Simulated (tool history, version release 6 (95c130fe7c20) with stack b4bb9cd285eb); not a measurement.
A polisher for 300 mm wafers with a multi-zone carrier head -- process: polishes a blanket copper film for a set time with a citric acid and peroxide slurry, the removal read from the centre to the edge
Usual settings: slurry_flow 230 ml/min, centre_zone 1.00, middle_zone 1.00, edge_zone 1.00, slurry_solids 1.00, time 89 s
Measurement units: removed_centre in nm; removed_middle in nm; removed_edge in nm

run,day,slurry_flow,centre_zone,middle_zone,edge_zone,slurry_solids,time,wafers since the last listed run,wafers polished on this pad,hours since the slurry nozzle was cleaned,hours since the centre zone pressure was calibrated,hours since the edge zone pressure was calibrated,hours since the carrier head's membrane was replaced,"incoming thickness of the incoming film, nm",removed_centre,removed_middle,removed_edge
1,0.000,230,1.00,1.00,1.00,1.00,89,0,782,63.6,840.8,459.2,9.0,1074.4,230.0,233.2,235.1
2,2.146,230,1.00,1.00,1.00,1.00,89,592,1375,115.1,892.3,510.7,60.5,1065.7,229.5,231.4,234.0
# day 5.288: edge zone pressure recalibrated
3,5.300,230,1.00,1.00,1.05,1.00,89,847,2222,190.8,968.0,0.3,136.2,1074.7,229.2,234.6,242.3
4,7.888,230,1.00,1.00,1.00,1.20,113,714,2936,252.9,1030.1,62.4,198.3,1057.0,305.2,298.3,307.2
# day 8.729: worn pad replaced by a new one
5,10.246,230,1.00,1.00,1.00,1.00,89,604,419,309.5,1086.7,119.0,254.9,1072.1,231.7,230.8,234.7
6,13.712,290,1.08,1.00,1.00,1.00,89,956,1375,392.7,1169.9,202.2,338.1,1056.0,253.3,236.8,238.9
# day 18.412: centre zone pressure recalibrated
# day 20.871: worn pad replaced by a new one
7,24.508,290,1.08,1.00,1.00,1.00,89,2910,1004,651.8,146.3,461.3,597.2,1082.2,253.3,234.7,240.0
# day 26.462: edge zone pressure recalibrated
8,28.371,290,1.08,1.00,1.00,1.00,89,1043,2047,744.5,239.0,45.8,689.9,1088.6,250.9,238.6,240.5
9,31.375,230,1.00,1.00,1.08,1.00,89,829,2876,816.6,311.1,117.9,762.0,1069.8,230.6,225.8,242.1
# day 33.583: worn pad replaced by a new one
10,34.825,230,1.00,0.89,0.90,1.00,89,906,342,899.4,393.9,200.7,844.8,1076.4,231.7,211.1,225.1
# day 35.100: slurry nozzle cleaned
11,37.088,270,1.05,1.00,1.00,1.10,64,612,955,47.7,448.2,255.0,899.1,1069.7,179.7,171.9,176.6
12,40.946,230,1.00,1.00,1.08,1.00,89,1064,2020,140.3,540.8,347.6,991.7,1066.7,229.3,230.0,243.8
# day 41.896: carrier head's membrane replaced by a new one
# day 44.671: worn pad replaced by a new one
13,45.358,230,0.88,0.96,1.00,1.00,89,1114,190,246.2,646.7,453.5,83.1,1073.7,203.4,220.7,240.4
14,47.983,230,1.00,1.00,1.09,1.00,89,724,914,309.2,709.7,516.5,146.1,1064.1,231.7,229.3,244.2
# day 48.858: edge zone pressure recalibrated
15,49.692,185,1.00,1.06,0.93,1.00,119,448,1363,350.2,750.7,20.0,187.1,1071.4,295.5,318.9,303.7
16,52.367,230,1.00,0.89,0.90,1.00,89,738,2101,414.4,814.9,84.2,251.3,1066.0,230.8,209.7,226.1
# day 54.858: worn pad replaced by a new one
17,56.038,230,1.00,1.00,0.96,1.25,89,967,325,502.5,903.0,172.3,339.4,1072.7,239.3,236.1,240.8
18,59.467,255,0.93,1.00,1.10,1.00,89,946,1271,584.8,985.3,254.6,421.7,1090.3,215.8,233.4,248.7

Forecast each of these 5 alternatives for the next run:
A,59.483,230,1.00,1.00,1.00,1.00,66,4,1276,585.2,985.7,255.0,422.1,1065.9,?,?,?
B,59.483,230,1.00,1.00,1.00,0.75,89,4,1276,585.2,985.7,255.0,422.1,1065.9,?,?,?
C,59.483,230,1.05,1.00,1.00,0.70,113,4,1276,585.2,985.7,255.0,422.1,1065.9,?,?,?
D,59.483,185,1.04,1.10,1.00,1.00,67,4,1276,585.2,985.7,255.0,422.1,1065.9,?,?,?
E,59.483,230,1.00,1.00,1.00,1.20,89,4,1276,585.2,985.7,255.0,422.1,1065.9,?,?,?

run,removed_centre,removed_middle,removed_edge
A,168.3,172.1,173.8
B,215.4,220.2,222.5
C,283.8,276.2,279.1
D,174.3,184.7,173.9
E,235.0,240.3,242.7
Take away the tool's hidden state, keep each run's random variation, and the runs would have read:
run,removed_centre,removed_middle,removed_edge
A,168.3,172.1,173.8
B,215.4,220.2,222.5
C,283.8,276.2,279.1
D,174.3,184.7,173.9
E,235.0,240.3,242.7
